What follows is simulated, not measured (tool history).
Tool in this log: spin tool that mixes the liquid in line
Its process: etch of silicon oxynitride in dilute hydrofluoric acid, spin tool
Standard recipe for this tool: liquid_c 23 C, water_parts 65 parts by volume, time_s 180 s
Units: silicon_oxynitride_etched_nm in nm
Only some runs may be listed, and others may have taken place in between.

run,hour,liquid_c,water_parts,time_s,wafers since the last listed run,hours since the thermometer was replaced,hours since the hydrofluoric acid flow meter was replaced,hours since the gauge calibration,"read-back film thickness of the silicon oxynitride reference wafer, read on the same gauge (nm)",silicon_oxynitride_etched_nm
1,0,23,65,180,0,760,1345.4,2663.5,80.03,8.61
2,97.1,23,65,180,959,857.1,1442.5,2760.6,79.99,8.57
# hour 127.9: hydrofluoric acid flow meter replaced
3,148.8,23,65,180,501,908.8,20.9,2812.3,80.04,8.59
4,221.4,23,65,180,717,981.4,93.5,2884.9,79.96,8.69
5,274.5,21,65,180,524,1034.5,146.6,2938,80.05,7.88
6,325.8,21,65,180,507,1085.8,197.9,2989.3,80,7.84
7,426.1,23,65,180,991,1186.1,298.2,3089.6,80.05,8.79
8,468.8,23,65,180,422,1228.8,340.9,3132.3,79.98,8.73
9,563.2,23,65,180,933,1323.2,435.3,3226.7,80,8.76
10,634.5,23,65,180,704,1394.5,506.6,3298,80.01,8.73
11,730.5,23,65,180,948,1490.5,602.6,3394,79.99,8.73
12,814.5,23,65,180,830,1574.5,686.6,3478,79.99,8.81
# hour 817: gauge calibrated
13,884.1,23,65,180,688,1644.1,756.2,67.1,79.99,8.77
14,988.1,23,75,180,1028,1748.1,860.2,171.1,79.98,7.63
15,1059.5,26,75,220,705,1819.5,931.6,242.5,79.98,10.7
16,1143.2,23,65,280,827,1903.2,1015.3,326.2,80,13.79
17,1220.7,23,65,80,766,1980.7,1092.8,403.7,79.96,3.92
18,1291.5,20,75,80,699,2051.5,1163.6,474.5,79.97,2.96
19,1350.4,20.5,65,90,582,2110.4,1222.5,533.4,80,3.97
20,1390.1,18.5,65,275,392,2150.1,1262.2,573.1,79.98,11.01
# hour 1399.6: hydrofluoric acid flow meter replaced
# hour 1403: thermometer replaced
21,1426.9,27,55,120,344,23.9,27.3,609.9,80,8.11
22,1510,23,65,180,821,107,110.4,693,79.97,8.43
23,1595.2,28,65,180,842,192.2,195.6,778.2,80.01,10.67
24,1686.1,23,65,105,898,283.1,286.5,869.1,80.01,4.92
25,1769.9,23,65,180,828,366.9,370.3,952.9,80.02,8.54
26,1854.5,23,40,285,836,451.5,454.9,1037.5,79.98,22.43
27,1960.6,23,80,135,1048,557.6,561,1143.6,80.02,5.15
28,2051.3,20.5,50,220,896,648.3,651.7,1234.3,79.98,12.13
29,2096.9,23,65,180,450,693.9,697.3,1279.9,79.97,8.52
30,2187,23,65,180,890,784,787.4,1370,79.97,8.57
31,2278.8,25.5,65,220,907,875.8,879.2,1461.8,79.98,11.84
32,2336.4,26.5,90,180,569,933.4,936.8,1519.4,79.99,7.24

Give the tool's hidden conditions for every run:
hydrofluoric acid flow below the setpoint (%): 0 across all the runs
gauge reads high (%): 0 across all the runs
H1: liquid hotter than its thermometer reads (K)
run,H1
1,0.461
2,0.52
3,0.551
4,0.595
5,0.627
6,0.658
7,0.719
8,0.745
9,0.802
10,0.845
11,0.903
12,0.954
13,0.996
14,1.06
15,1.1
16,1.15
17,1.2
18,1.24
19,1.28
20,1.3
21,0.116
22,0.166
23,0.217
24,0.272
25,0.323
26,0.374
27,0.439
28,0.494
29,0.521
30,0.576
31,0.631
32,0.666
